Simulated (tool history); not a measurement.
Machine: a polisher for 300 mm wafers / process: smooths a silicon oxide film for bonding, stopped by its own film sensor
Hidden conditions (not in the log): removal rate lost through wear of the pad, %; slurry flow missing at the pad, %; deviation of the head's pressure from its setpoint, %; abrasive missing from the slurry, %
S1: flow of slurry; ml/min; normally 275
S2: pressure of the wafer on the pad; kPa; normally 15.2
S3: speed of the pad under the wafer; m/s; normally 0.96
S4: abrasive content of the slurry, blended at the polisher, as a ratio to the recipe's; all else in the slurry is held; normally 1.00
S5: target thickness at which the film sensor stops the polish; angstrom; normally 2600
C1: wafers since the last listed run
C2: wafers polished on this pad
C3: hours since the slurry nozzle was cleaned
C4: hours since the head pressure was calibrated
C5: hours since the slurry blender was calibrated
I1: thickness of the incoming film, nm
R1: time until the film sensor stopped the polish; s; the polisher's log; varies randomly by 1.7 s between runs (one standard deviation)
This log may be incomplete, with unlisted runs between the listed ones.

| run | hour | S1 | S2 | S3 | S4 | S5 | C1 | C2 | C3 | C4 | C5 | I1 | R1 |
|---|---|---|---|---|---|---|---|---|---|---|---|---|---|
| 1 | 0.0 | 275 | 15.2 | 0.96 | 1.00 | 2600 | 0 | 2338 | 502.6 | 741.3 | 301.8 | 338.8 | 92.1 |
|  | 23.6 | worn pad replaced by a new one |
|  | 61.5 | slurry blender recalibrated |
|  | 242.2 | slurry nozzle cleaned |
|  | 249.4 | head pressure recalibrated |
| 2 | 284.7 | 275 | 15.2 | 0.96 | 1.00 | 2600 | 1938 | 1800 | 42.5 | 35.3 | 223.2 | 338.7 | 96.0 |
| 3 | 340.8 | 275 | 15.2 | 0.96 | 1.00 | 2600 | 394 | 2195 | 98.6 | 91.4 | 279.3 | 339.9 | 96.2 |
|  | 363.4 | worn pad replaced by a new one |
| 4 | 389.9 | 275 | 15.2 | 0.96 | 1.00 | 2500 | 317 | 186 | 147.7 | 140.5 | 328.4 | 343.2 | 114.0 |
| 5 | 448.7 | 275 | 15.2 | 0.96 | 0.80 | 2600 | 413 | 599 | 206.5 | 199.3 | 387.2 | 342.8 | 119.0 |
|  | 470.7 | slurry blender recalibrated |
| 6 | 517.3 | 275 | 15.2 | 0.96 | 0.80 | 2600 | 468 | 1068 | 275.1 | 267.9 | 46.6 | 334.9 | 102.4 |
| 7 | 557.4 | 275 | 15.2 | 0.96 | 1.00 | 2600 | 281 | 1350 | 315.2 | 308.0 | 86.7 | 345.0 | 102.1 |
| 8 | 631.2 | 275 | 15.2 | 0.96 | 1.00 | 2600 | 518 | 1869 | 389.0 | 381.8 | 160.5 | 339.4 | 93.9 |
| 9 | 687.7 | 275 | 15.2 | 0.96 | 1.00 | 2600 | 397 | 2266 | 445.5 | 438.3 | 217.0 | 337.2 | 91.5 |
|  | 739.2 | worn pad replaced by a new one |
| 10 | 767.3 | 275 | 15.2 | 0.96 | 1.00 | 2600 | 531 | 197 | 525.1 | 517.9 | 296.6 | 338.1 | 93.0 |
| 11 | 862.5 | 275 | 15.2 | 0.96 | 1.00 | 2600 | 669 | 866 | 620.3 | 613.1 | 391.8 | 344.0 | 100.2 |
|  | 883.4 | slurry blender recalibrated |
| 12 | 962.2 | 275 | 15.2 | 0.96 | 1.00 | 2600 | 686 | 1553 | 720.0 | 712.8 | 78.8 | 345.0 | 97.9 |
|  | 1059.1 | worn pad replaced by a new one |
| 13 | 1059.6 | 275 | 15.2 | 0.96 | 1.00 | 2790 | 656 | 3 | 817.4 | 810.2 | 176.2 | 340.1 | 71.2 |
| 14 | 1116.6 | 250 | 15.2 | 0.96 | 1.00 | 2400 | 400 | 403 | 874.4 | 867.2 | 233.2 | 336.6 | 115.3 |
|  | 1131.2 | slurry nozzle cleaned |
| 15 | 1175.3 | 275 | 15.2 | 0.96 | 1.00 | 2600 | 405 | 809 | 44.1 | 925.9 | 291.9 | 347.5 | 101.8 |
|  | 1192.6 | slurry blender recalibrated |
| 16 | 1213.3 | 275 | 15.2 | 0.96 | 1.00 | 2600 | 253 | 1062 | 82.1 | 963.9 | 20.7 | 340.1 | 90.7 |
|  | 1244.7 | head pressure recalibrated |
| 17 | 1315.5 | 275 | 18.6 | 1.14 | 0.75 | 2600 | 704 | 1767 | 184.3 | 70.8 | 122.9 | 341.4 | 89.2 |
| 18 | 1374.7 | 350 | 15.2 | 0.96 | 0.85 | 2600 | 416 | 2183 | 243.5 | 130.0 | 182.1 | 346.5 | 112.6 |
|  | 1424.8 | worn pad replaced by a new one |
| 19 | 1442.4 | 275 | 10.3 | 0.96 | 1.00 | 2600 | 447 | 123 | 311.2 | 197.7 | 249.8 | 347.3 | 138.0 |
| 20 | 1484.9 | 330 | 15.2 | 0.96 | 1.10 | 2720 | 298 | 422 | 353.7 | 240.2 | 292.3 | 347.3 | 83.9 |
|  | 1543.3 | slurry blender recalibrated |
| 21 | 1552.9 | 275 | 15.2 | 0.96 | 1.00 | 2600 | 464 | 886 | 421.7 | 308.2 | 9.6 | 343.9 | 97.6 |
| 22 | 1604.0 | 275 | 17.9 | 0.96 | 1.00 | 2600 | 359 | 1245 | 472.8 | 359.3 | 60.7 | 339.2 | 80.7 |
| 23 | 1711.8 | 275 | 15.2 | 0.68 | 1.20 | 2600 | 757 | 2003 | 580.6 | 467.1 | 168.5 | 342.7 | 113.6 |
| 24 | 1818.0 | 275 | 15.2 | 0.96 | 1.00 | 2600 | 746 | 2750 | 686.8 | 573.3 | 274.7 | 341.1 | 95.7 |

The same runs without the tool's hidden state, with the same run-to-run variation:
| run | R1 |
|---|---|
| 1 | 98.4 |
| 2 | 95.7 |
| 3 | 96.4 |
| 4 | 114.8 |
| 5 | 120.5 |
| 6 | 104.3 |
| 7 | 104.4 |
| 8 | 96.7 |
| 9 | 94.7 |
| 10 | 96.9 |
| 11 | 105.2 |
| 12 | 103.7 |
| 13 | 76.1 |
| 14 | 123.8 |
| 15 | 109.9 |
| 16 | 98.2 |
| 17 | 91.0 |
| 18 | 115.6 |
| 19 | 142.5 |
| 20 | 87.0 |
| 21 | 101.7 |
| 22 | 84.5 |
| 23 | 120.1 |
| 24 | 102.2 |

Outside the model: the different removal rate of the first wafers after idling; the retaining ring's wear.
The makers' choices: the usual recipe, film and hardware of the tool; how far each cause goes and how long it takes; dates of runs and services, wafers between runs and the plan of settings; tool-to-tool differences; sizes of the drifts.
